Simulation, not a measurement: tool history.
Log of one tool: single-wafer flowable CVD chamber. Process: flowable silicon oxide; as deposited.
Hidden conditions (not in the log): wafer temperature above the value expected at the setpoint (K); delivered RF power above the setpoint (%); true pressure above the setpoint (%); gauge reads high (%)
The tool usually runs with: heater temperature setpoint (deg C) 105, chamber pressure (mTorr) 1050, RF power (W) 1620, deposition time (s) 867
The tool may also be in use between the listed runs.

run	hour	heater temperature setpoint (deg C)	chamber pressure (mTorr)	RF power (W)	deposition time (s)	wafers since the last listed run	hours since the last thermocouple change	hours since the last RF generator calibration	hours since the last manometer calibration	hours since the showerhead was replaced	hours since the gauge calibration	read-back reference wafer on the same gauge, thickness_nm	mean film thickness on the monitor wafer (angstrom)
1	0.0	105	1210	1620	867	0	990.5	610.2	1147.0	1820.1	175.9	687.839	7267.03
2	73.6	105	940	1620	831	137	1064.1	683.8	1220.6	1893.7	249.5	689.208	5421.62
# hour 93.9: capacitance manometer re-zeroed and calibrated
3	130.0	105	940	1620	831	90	1120.5	740.2	36.1	1950.1	305.9	689.386	5378.27
4	236.5	105	940	1620	831	198	1227.0	846.7	142.6	2056.6	412.4	689.630	5388.76
5	277.7	105	1050	1620	867	76	1268.2	887.9	183.8	2097.8	453.6	692.156	6293.45
6	334.3	105	1050	1620	867	105	1324.8	944.5	240.4	2154.4	510.2	692.731	6327.86
# hour 416.6: RF generator calibrated
7	432.7	105	1050	1620	806	168	1423.2	16.1	338.8	2252.8	608.6	692.748	5896.87
8	532.2	105	1050	1295	867	185	1522.7	115.6	438.3	2352.3	708.1	695.633	5926.58
9	601.3	113	920	1905	867	128	1591.8	184.7	507.4	2421.4	777.2	695.371	4437.05
10	662.5	105	1050	1740	867	114	1653.0	245.9	568.6	2482.6	838.4	695.583	6496.14
11	699.1	105	1050	1360	867	68	1689.6	282.5	605.2	2519.2	875.0	696.079	6080.88
12	803.0	105	1050	1620	867	193	1793.5	386.4	709.1	2623.1	978.9	694.831	6441.79
# hour 893.4: showerhead replaced
# hour 1072.1: thermocouple changed; heater temperature recalibrated
13	1105.7	105	1050	1620	867	534	33.6	689.1	1011.8	212.3	1281.6	699.150	6436.65
14	1200.5	101	950	1515	867	176	128.4	783.9	1106.6	307.1	1376.4	698.900	6453.90
# hour 1255.9: capacitance manometer re-zeroed and calibrated
15	1256.4	105	1290	1620	867	89	184.3	839.8	0.5	363.0	1432.3	698.714	7811.99
16	1292.2	105	1050	1620	867	66	220.1	875.6	36.3	398.8	1468.1	699.874	6438.90
17	1334.3	105	1050	1620	867	78	262.2	917.7	78.4	440.9	1510.2	699.862	6362.19
18	1426.3	105	1050	1620	761	171	354.2	1009.7	170.4	532.9	1602.2	699.666	5612.34
19	1500.1	105	1050	1620	806	137	428.0	1083.5	244.2	606.7	1676.0	698.662	5985.98
20	1539.8	97	840	1620	867	73	467.7	1123.2	283.9	646.4	1715.7	699.430	6622.76
21	1600.6	105	1050	1765	946	113	528.5	1184.0	344.7	707.2	1776.5	698.735	7180.91
22	1660.7	105	1170	1790	867	111	588.6	1244.1	404.8	767.3	1836.6	701.997	7274.45
23	1698.3	105	1050	1620	867	70	626.2	1281.7	442.4	804.9	1874.2	699.196	6421.85
# hour 1770.0: RF generator calibrated
24	1795.4	105	1050	1620	945	165	723.3	25.4	539.5	902.0	1971.3	701.179	6974.62
25	1869.7	105	1050	1620	967	138	797.6	99.7	613.8	976.3	2045.6	699.947	7202.26
26	1918.7	99	1130	1700	945	91	846.6	148.7	662.8	1025.3	2094.6	701.658	9268.17
27	1967.4	105	1150	1720	944	90	895.3	197.4	711.5	1074.0	2143.3	701.261	7812.81

Exercise: give the hidden state of the tool at every run:
wafer temperature above the value expected at the setpoint (K): 0, the same for each run
delivered RF power above the setpoint (%): 0, the same for each run
true pressure above the setpoint (%): 0, the same for each run
H1: gauge reads high (%)
run	H1
1	0.259
2	0.422
3	0.538
4	0.741
5	0.814
6	0.909
7	1.06
8	1.2
9	1.29
10	1.36
11	1.4
12	1.51
13	1.78
14	1.84
15	1.88
16	1.9
17	1.93
18	1.98
19	2.02
20	2.03
21	2.06
22	2.09
23	2.1
24	2.14
25	2.17
26	2.18
27	2.2
